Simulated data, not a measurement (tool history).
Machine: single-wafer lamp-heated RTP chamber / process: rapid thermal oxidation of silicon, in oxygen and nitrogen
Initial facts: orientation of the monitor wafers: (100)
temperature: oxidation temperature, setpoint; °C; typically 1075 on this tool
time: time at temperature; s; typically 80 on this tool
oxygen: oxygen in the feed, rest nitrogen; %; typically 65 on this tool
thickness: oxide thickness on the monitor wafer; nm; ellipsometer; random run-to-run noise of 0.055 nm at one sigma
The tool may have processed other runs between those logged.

run,hour,temperature,time,oxygen,"read-back reference wafer on the same gauge, thickness",thickness
1,0,1075,80,65,8.495,9.602
# hour 3.7: gauge calibrated
2,43.8,1075,80,65,8.501,9.564
3,106.6,1075,80,65,8.499,9.698
4,174.5,1075,80,65,8.498,9.693
5,235.3,1075,80,65,8.503,9.805
6,265,1075,71,65,8.5,9.21
7,333.4,1075,71,65,8.494,9.373
8,375.6,1075,71,65,8.488,9.456
9,406,1058,80,65,8.497,8.857
10,457,1075,80,65,8.489,9.97
# hour 477.6: oxygen flow controller replaced
11,505.5,1093,93,65,8.5,12.122
12,572.7,1061,108,41,8.486,8.867
13,630.4,1075,47,88,8.507,8.817
# hour 645.4: pyrometer window cleaned and pyrometer calibrated
14,691.6,1075,80,54,8.496,8.881
15,760.3,1075,80,65,8.489,9.633
16,822.9,1054,80,65,8.497,8.416
# hour 856.4: gauge calibrated
17,886.9,1075,71,65,8.508,9.214
18,921.5,1053,80,81,8.49,9.163
19,972.1,1087,47,91,8.505,9.406
20,1027.6,1059,80,73,8.509,9.203
21,1080.8,1058,53,65,8.507,7.3

Here are 5 independent what-if runs from the current tool condition. What would each one return?
A,1081.3,1075,80,65,?,?
B,1081.3,1075,95,65,?,?
C,1081.3,1075,65,65,?,?
D,1081.3,1063,107,65,?,?
E,1081.3,1087,116,57,?,?

run,"read-back reference wafer on the same gauge, thickness",thickness
A,8.502,9.862
B,8.502,10.662
C,8.502,8.983
D,8.502,10.401
E,8.502,12.038
Stripped of hidden state, with their random variation kept, the same runs would have yielded:
run,thickness
A,9.502
B,10.273
C,8.656
D,10.013
E,11.608

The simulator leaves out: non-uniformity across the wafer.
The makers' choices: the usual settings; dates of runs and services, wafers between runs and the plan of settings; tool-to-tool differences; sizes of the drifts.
